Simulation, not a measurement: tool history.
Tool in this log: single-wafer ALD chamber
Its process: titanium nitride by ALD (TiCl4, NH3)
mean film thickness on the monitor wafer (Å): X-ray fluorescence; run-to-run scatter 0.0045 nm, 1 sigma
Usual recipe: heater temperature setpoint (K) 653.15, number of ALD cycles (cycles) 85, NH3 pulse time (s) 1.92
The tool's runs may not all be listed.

run	hour	heater temperature setpoint (K)	number of ALD cycles (cycles)	NH3 pulse time (s)	read-back reference wafer on the same gauge, thickness_nm	mean film thickness on the monitor wafer (Å)
1	0	653.15	85	1.69	1.58	17.78
2	18.9	653.15	85	1.69	1.579	17.82
3	43.8	663.15	85	1.92	1.579	17.98
4	78.8	663.15	85	1.92	1.579	17.93
5	111.6	653.15	85	1.92	1.578	17.88
6	142	653.15	85	1.92	1.58	18
7	163.9	653.15	85	2.43	1.58	18.14
8	190.1	653.15	85	2.43	1.581	18.09
9	210.8	653.15	85	1.92	1.58	17.86
10	236.9	653.15	85	1.92	1.58	17.89
11	267	653.15	85	1.92	1.579	17.89
# hour 300: thermocouple changed; heater temperature recalibrated
12	300.5	653.15	85	1.92	1.58	17.86
13	320.7	653.15	85	1.92	1.579	17.86
14	340.8	653.15	85	1.92	1.581	17.89
15	373.1	653.15	85	1.92	1.579	17.92
# hour 390.3: gauge calibrated
16	404.5	664.15	93	1.92	1.58	19.8
17	432.8	653.15	85	1.92	1.581	17.89
18	456.6	653.15	75	1.92	1.579	15.73
19	563.6	663.15	69	1.92	1.579	14.7
20	582.3	653.15	74	1.92	1.579	15.6
# hour 648.2: showerhead replaced
21	677.4	667.15	85	1.92	1.58	18.1
22	721.8	653.15	85	1.92	1.58	17.86
23	747.5	653.15	85	1.92	1.58	17.88
24	845.6	646.15	85	2.6	1.579	18.04
25	868.4	653.15	85	1.92	1.58	17.89
26	892.7	665.15	78	1.92	1.579	16.55
27	926.7	653.15	77	1.92	1.58	16.21

Each row is a separate what-if for the run after 27, all from the same tool condition, not one after another. Results?
A	927.3	653.15	85	1.92	?	?
B	927.3	653.15	73	1.92	?	?
C	927.3	653.15	101	2.43	?	?
D	927.3	661.15	85	1.92	?	?
E	927.3	663.15	76	1.33	?	?

run	read-back reference wafer on the same gauge, thickness_nm	mean film thickness on the monitor wafer (Å)
A	1.58	17.83
B	1.58	15.31
C	1.58	21.44
D	1.58	17.95
E	1.58	15.8
The same runs, with their run-to-run variation unchanged, on a tool lacking any hidden condition would have given:
run	mean film thickness on the monitor wafer (Å)
A	17.83
B	15.31
C	21.44
D	17.95
E	15.8

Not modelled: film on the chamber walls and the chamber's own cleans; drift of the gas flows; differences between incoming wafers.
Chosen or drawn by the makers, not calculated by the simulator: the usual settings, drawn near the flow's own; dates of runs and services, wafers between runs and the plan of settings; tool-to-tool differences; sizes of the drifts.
